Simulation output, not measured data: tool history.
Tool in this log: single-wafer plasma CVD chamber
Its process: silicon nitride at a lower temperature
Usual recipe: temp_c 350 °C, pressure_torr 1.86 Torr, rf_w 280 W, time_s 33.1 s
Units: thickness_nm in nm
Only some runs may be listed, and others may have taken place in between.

run,day,temp_c,pressure_torr,rf_w,time_s,wafers since the last listed run,hours since the last thermocouple change,hours since the last RF generator calibration,hours since the last manometer calibration,hours since the showerhead was replaced,hours since the gauge calibration,"read-back reference wafer on the same gauge, thickness_nm",thickness_nm
1,0.000,350,1.86,280,33.1,0,79.7,245.4,752.4,1845.3,716.6,39.069,37.141
2,2.721,350,1.86,280,33.1,1025,145.0,310.7,817.7,1910.6,781.9,39.112,37.107
3,5.188,350,1.86,280,33.1,930,204.2,369.9,876.9,1969.8,841.1,39.104,36.929
4,6.508,350,1.86,280,33.1,498,235.9,401.6,908.6,2001.5,872.8,39.084,36.796
5,7.812,350,1.86,280,33.1,491,267.2,432.9,939.9,2032.8,904.1,39.095,36.652
6,10.729,350,1.86,280,33.1,1099,337.2,502.9,1009.9,2102.8,974.1,39.126,36.680
7,13.217,350,1.86,280,33.1,937,396.9,562.6,1069.6,2162.5,1033.8,39.086,36.205
8,14.842,350,1.86,280,33.1,612,435.9,601.6,1108.6,2201.5,1072.8,39.093,36.226
9,16.083,350,1.86,280,33.1,468,465.7,631.4,1138.4,2231.3,1102.6,39.079,36.327
# day 17.762: gauge calibrated
10,18.538,350,1.86,260,33.1,925,524.6,690.3,1197.3,2290.2,18.6,39.140,34.173
# day 19.017: RF generator calibrated
11,21.088,350,1.86,260,33.1,835,585.8,49.7,1258.5,2351.4,79.8,39.114,35.500
12,22.317,350,1.86,280,33.1,463,615.3,79.2,1288.0,2380.9,109.3,39.119,37.055
# day 23.283: showerhead replaced
13,24.462,350,1.86,280,33.1,683,666.8,130.7,1339.5,28.3,160.8,39.109,37.200
14,26.550,350,1.86,305,30.4,787,716.9,180.8,1389.6,78.4,210.9,39.074,36.071
15,29.404,350,1.86,280,33.1,1076,785.4,249.3,1458.1,146.9,279.4,39.093,36.605
# day 31.288: capacitance manometer re-zeroed and calibrated
16,31.767,357,1.86,280,33.1,765,842.1,306.0,11.5,203.6,336.1,39.096,37.179
17,34.621,338,1.40,240,30.0,1076,910.6,374.5,80.0,272.1,404.6,39.088,28.360
18,35.942,350,1.86,280,33.1,498,942.3,406.2,111.7,303.8,436.3,39.079,36.776
# day 38.067: thermocouple changed; heater temperature recalibrated
19,38.542,350,1.86,280,33.1,854,11.4,468.6,174.1,366.2,498.7,39.095,36.926
20,39.854,341,1.48,280,33.1,494,42.9,500.1,205.6,397.7,530.2,39.103,35.088
21,41.462,343,1.86,325,33.1,606,81.5,538.7,244.2,436.3,568.8,39.103,40.997
22,43.683,350,1.86,280,33.1,837,134.8,592.0,297.5,489.6,622.1,39.112,36.817
23,46.208,342,1.65,225,38.0,952,195.4,652.6,358.1,550.2,682.7,39.079,34.727
24,47.946,346,1.86,280,33.1,655,237.1,694.3,399.8,591.9,724.4,39.109,36.488
25,50.492,350,1.86,280,33.1,959,298.2,755.4,460.9,653.0,785.5,39.085,36.404
# day 51.062: RF generator calibrated
26,53.442,350,1.86,280,33.1,986,369.0,57.1,531.7,723.8,856.3,39.117,37.714
27,54.633,359,1.86,250,35.6,449,397.6,85.7,560.3,752.4,884.9,39.122,37.093

State the hidden condition of the tool at each of the runs:
wafer temperature above the value expected at the setpoint (K): 0 on each run
gauge reads high (%): 0 on each run
H1: delivered RF power above the setpoint (%)
H2: true pressure above the setpoint (%)
run,H1,H2
1,-2.47,-1.34
2,-2.92,-1.68
3,-3.33,-2.01
4,-3.54,-2.2
5,-3.76,-2.4
6,-4.24,-2.85
7,-4.65,-3.27
8,-4.92,-3.55
9,-5.13,-3.77
10,-5.53,-4.23
11,-1.11,-4.73
12,-1.31,-4.98
13,-1.67,-5.43
14,-2.01,-5.89
15,-2.48,-6.54
16,-2.87,0.0203
17,-3.35,-0.000629
18,-3.56,-0.0209
19,-3.99,-0.0804
20,-4.21,-0.12
21,-4.48,-0.178
22,-4.84,-0.274
23,-5.26,-0.407
24,-5.55,-0.512
25,-5.97,-0.688
26,-0.872,-0.922
27,-1.07,-1.03

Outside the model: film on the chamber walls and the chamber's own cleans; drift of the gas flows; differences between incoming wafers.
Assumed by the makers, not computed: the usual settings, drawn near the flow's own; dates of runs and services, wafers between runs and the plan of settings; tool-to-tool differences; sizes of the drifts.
